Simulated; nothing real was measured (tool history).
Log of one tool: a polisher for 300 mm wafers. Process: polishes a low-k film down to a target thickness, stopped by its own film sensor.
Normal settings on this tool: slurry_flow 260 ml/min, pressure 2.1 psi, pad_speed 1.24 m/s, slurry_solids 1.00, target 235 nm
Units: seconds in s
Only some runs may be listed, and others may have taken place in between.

| run | hour | slurry_flow | pressure | pad_speed | slurry_solids | target | wafers since the last listed run | wafers polished on this pad | hours since the slurry nozzle was cleaned | hours since the head pressure was calibrated | hours since the slurry blender was calibrated | hours since the conditioning disc was replaced | incoming thickness of the incoming film, nm | seconds |
|---|---|---|---|---|---|---|---|---|---|---|---|---|---|---|
| 1 | 0.0 | 260 | 2.1 | 1.24 | 1.00 | 235 | 0 | 4977 | 705.9 | 292.6 | 302.9 | 881.7 | 291.7 | 95.2 |
|  | 15.6 | conditioning disc replaced and pad reconditioned |
| 2 | 45.0 | 325 | 2.1 | 1.24 | 1.00 | 235 | 491 | 5468 | 750.9 | 337.6 | 347.9 | 29.4 | 289.7 | 87.5 |
|  | 94.7 | slurry nozzle cleaned |
| 3 | 146.1 | 260 | 2.1 | 1.24 | 0.75 | 235 | 1143 | 6612 | 51.4 | 438.7 | 449.0 | 130.5 | 295.9 | 120.0 |
| 4 | 241.3 | 260 | 1.9 | 1.64 | 0.75 | 229 | 1087 | 7700 | 146.6 | 533.9 | 544.2 | 225.7 | 290.5 | 108.2 |
| 5 | 283.3 | 305 | 2.1 | 1.24 | 1.00 | 235 | 479 | 8180 | 188.6 | 575.9 | 586.2 | 267.7 | 289.4 | 84.3 |
|  | 370.3 | slurry blender recalibrated |
| 6 | 386.2 | 215 | 2.1 | 1.04 | 1.15 | 235 | 1152 | 9332 | 291.5 | 678.8 | 15.9 | 370.6 | 293.3 | 100.9 |
|  | 407.4 | worn pad replaced by a new one |
| 7 | 479.3 | 260 | 1.9 | 0.98 | 0.85 | 223 | 1017 | 821 | 384.6 | 771.9 | 109.0 | 463.7 | 284.7 | 142.5 |
| 8 | 526.0 | 305 | 2.1 | 1.24 | 1.10 | 235 | 533 | 1355 | 431.3 | 818.6 | 155.7 | 510.4 | 290.0 | 82.9 |
|  | 547.0 | head pressure recalibrated |
| 9 | 602.9 | 260 | 1.7 | 1.68 | 0.80 | 235 | 855 | 2211 | 508.2 | 55.9 | 232.6 | 587.3 | 292.5 | 113.3 |
| 10 | 677.8 | 345 | 2.5 | 1.24 | 1.00 | 220 | 855 | 3066 | 583.1 | 130.8 | 307.5 | 662.2 | 291.9 | 99.6 |
| 11 | 740.3 | 185 | 2.1 | 1.36 | 1.00 | 235 | 714 | 3780 | 645.6 | 193.3 | 370.0 | 724.7 | 287.4 | 85.8 |
|  | 838.5 | conditioning disc replaced and pad reconditioned |
| 12 | 845.7 | 310 | 2.1 | 1.24 | 1.20 | 235 | 1181 | 4962 | 751.0 | 298.7 | 475.4 | 7.2 | 295.7 | 92.2 |
|  | 926.2 | slurry nozzle cleaned |
| 13 | 944.5 | 260 | 2.1 | 1.24 | 1.00 | 235 | 1117 | 6079 | 18.3 | 397.5 | 574.2 | 106.0 | 293.5 | 99.2 |
| 14 | 1019.9 | 260 | 2.1 | 1.24 | 1.00 | 228 | 861 | 6941 | 93.7 | 472.9 | 649.6 | 181.4 | 294.1 | 111.1 |
|  | 1082.1 | slurry blender recalibrated |
| 15 | 1123.6 | 260 | 2.1 | 1.24 | 0.80 | 235 | 1161 | 8103 | 197.4 | 576.6 | 41.5 | 285.1 | 293.7 | 109.3 |
|  | 1153.9 | worn pad replaced by a new one |
| 16 | 1161.5 | 260 | 2.1 | 1.24 | 1.00 | 235 | 387 | 86 | 235.3 | 614.5 | 79.4 | 323.0 | 295.6 | 99.6 |
| 17 | 1239.3 | 285 | 2.1 | 1.66 | 1.00 | 235 | 888 | 975 | 313.1 | 692.3 | 157.2 | 400.8 | 294.2 | 76.6 |
|  | 1452.8 | head pressure recalibrated |
| 18 | 1498.7 | 260 | 2.1 | 1.24 | 1.00 | 235 | 2940 | 3916 | 572.5 | 45.9 | 416.6 | 660.2 | 291.8 | 100.7 |
|  | 1545.6 | conditioning disc replaced and pad reconditioned |
| 19 | 1554.3 | 260 | 2.5 | 0.94 | 1.00 | 220 | 612 | 4529 | 628.1 | 101.5 | 472.2 | 8.7 | 288.6 | 121.1 |
| 20 | 1625.8 | 310 | 1.9 | 1.24 | 1.00 | 220 | 816 | 5345 | 699.6 | 173.0 | 543.7 | 80.2 | 295.2 | 137.0 |
|  | 1687.1 | slurry nozzle cleaned |
|  | 1845.1 | slurry blender recalibrated |
| 21 | 1868.1 | 260 | 2.1 | 1.36 | 1.00 | 235 | 2734 | 8080 | 181.0 | 415.3 | 23.0 | 322.5 | 294.2 | 90.4 |
| 22 | 1931.0 | 260 | 2.4 | 1.24 | 0.70 | 246 | 718 | 8798 | 243.9 | 478.2 | 85.9 | 385.4 | 291.4 | 82.2 |
| 23 | 1993.3 | 260 | 2.5 | 0.94 | 1.00 | 220 | 711 | 9510 | 306.2 | 540.5 | 148.2 | 447.7 | 289.7 | 117.5 |
|  | 2054.2 | worn pad replaced by a new one |
|  | 2234.4 | conditioning disc replaced and pad reconditioned |
| 24 | 2234.9 | 170 | 2.1 | 0.90 | 1.25 | 235 | 2691 | 2041 | 547.8 | 782.1 | 389.8 | 0.5 | 290.9 | 110.5 |

Here are 5 independent what-if runs from the current tool condition. What would each one return?
| A | 2235.4 | 260 | 1.6 | 1.24 | 1.00 | 235 | 5 | 2047 | 548.3 | 782.6 | 390.3 | 1.0 | 290.7 | ? |
| B | 2235.4 | 230 | 2.1 | 0.90 | 0.85 | 219 | 5 | 2047 | 548.3 | 782.6 | 390.3 | 1.0 | 290.7 | ? |
| C | 2235.4 | 345 | 2.1 | 0.84 | 1.00 | 246 | 5 | 2047 | 548.3 | 782.6 | 390.3 | 1.0 | 290.7 | ? |
| D | 2235.4 | 180 | 2.1 | 1.24 | 1.10 | 235 | 5 | 2047 | 548.3 | 782.6 | 390.3 | 1.0 | 290.7 | ? |
| E | 2235.4 | 205 | 2.5 | 1.52 | 1.00 | 223 | 5 | 2047 | 548.3 | 782.6 | 390.3 | 1.0 | 290.7 | ? |

| run | seconds |
|---|---|
| A | 120.7 |
| B | 165.8 |
| C | 95.3 |
| D | 91.0 |
| E | 82.8 |
Stripped of hidden state, with their random variation kept, the same runs would have yielded:
| run | seconds |
|---|---|
| A | 132.5 |
| B | 182.0 |
| C | 104.6 |
| D | 99.9 |
| E | 90.9 |
